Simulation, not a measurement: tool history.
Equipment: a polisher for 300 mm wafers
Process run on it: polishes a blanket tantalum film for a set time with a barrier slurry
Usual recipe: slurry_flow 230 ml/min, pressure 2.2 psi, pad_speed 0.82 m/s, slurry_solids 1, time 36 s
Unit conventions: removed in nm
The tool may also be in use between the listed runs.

| run | hour | slurry_flow | pressure | pad_speed | slurry_solids | time | incoming thickness of the incoming film, nm | removed |
|---|---|---|---|---|---|---|---|---|
| 1 | 0 | 230 | 2.2 | 0.82 | 1 | 36 | 417.4 | 42.6 |
| 2 | 18.3 | 275 | 1.8 | 0.82 | 1 | 36 | 403.7 | 37.2 |
| 3 | 27 | 275 | 1.8 | 0.82 | 1 | 36 | 416.2 | 37.4 |
|  | 38.6 | worn pad replaced by a new one |
| 4 | 43.1 | 275 | 1.8 | 0.82 | 1 | 36 | 403.9 | 40.1 |
| 5 | 56.1 | 230 | 2.2 | 0.82 | 1 | 36 | 416.7 | 43.3 |
| 6 | 98.9 | 230 | 2.2 | 0.82 | 1 | 36 | 405.1 | 42 |
|  | 105 | worn pad replaced by a new one |
| 7 | 116.5 | 230 | 2.2 | 0.82 | 1 | 36 | 407.5 | 45 |
|  | 120.6 | slurry nozzle cleaned |
| 8 | 129 | 230 | 2.2 | 0.82 | 1 | 36 | 415.6 | 44 |
|  | 140.8 | slurry blender recalibrated |
| 9 | 141.3 | 230 | 3 | 0.82 | 0.8 | 36 | 406.5 | 48.8 |
|  | 150.1 | head pressure recalibrated |
| 10 | 155.4 | 190 | 2.2 | 1.02 | 1 | 40 | 408.1 | 56.5 |
| 11 | 167.8 | 150 | 2.2 | 0.82 | 1.25 | 36 | 406.1 | 42.5 |
|  | 175.6 | worn pad replaced by a new one |
| 12 | 181.4 | 205 | 3 | 0.6 | 0.7 | 36 | 408.4 | 33.1 |
| 13 | 191.7 | 230 | 2.6 | 0.92 | 1 | 43 | 413.5 | 66.6 |
| 14 | 204.3 | 230 | 1.6 | 0.82 | 1.2 | 36 | 411.7 | 35.6 |
| 15 | 214.5 | 230 | 1.6 | 0.82 | 0.9 | 24 | 406.5 | 21 |

Alternative continuations, all from the tool just after run 15; predict every row:
| A | 214.9 | 230 | 2.2 | 0.82 | 1 | 36 | 415.4 | ? |
| B | 214.9 | 230 | 1.5 | 0.96 | 1.15 | 23 | 415.4 | ? |
| C | 214.9 | 260 | 2.2 | 0.82 | 1 | 28 | 415.4 | ? |
| D | 214.9 | 180 | 1.4 | 0.82 | 1 | 36 | 415.4 | ? |

| run | removed |
|---|---|
| A | 41.7 |
| B | 24.7 |
| C | 32.9 |
| D | 28.7 |
Had the tool no hidden state, the same runs would have come out as:
| run | removed |
|---|---|
| A | 46.2 |
| B | 27.4 |
| C | 36.5 |
| D | 31.8 |
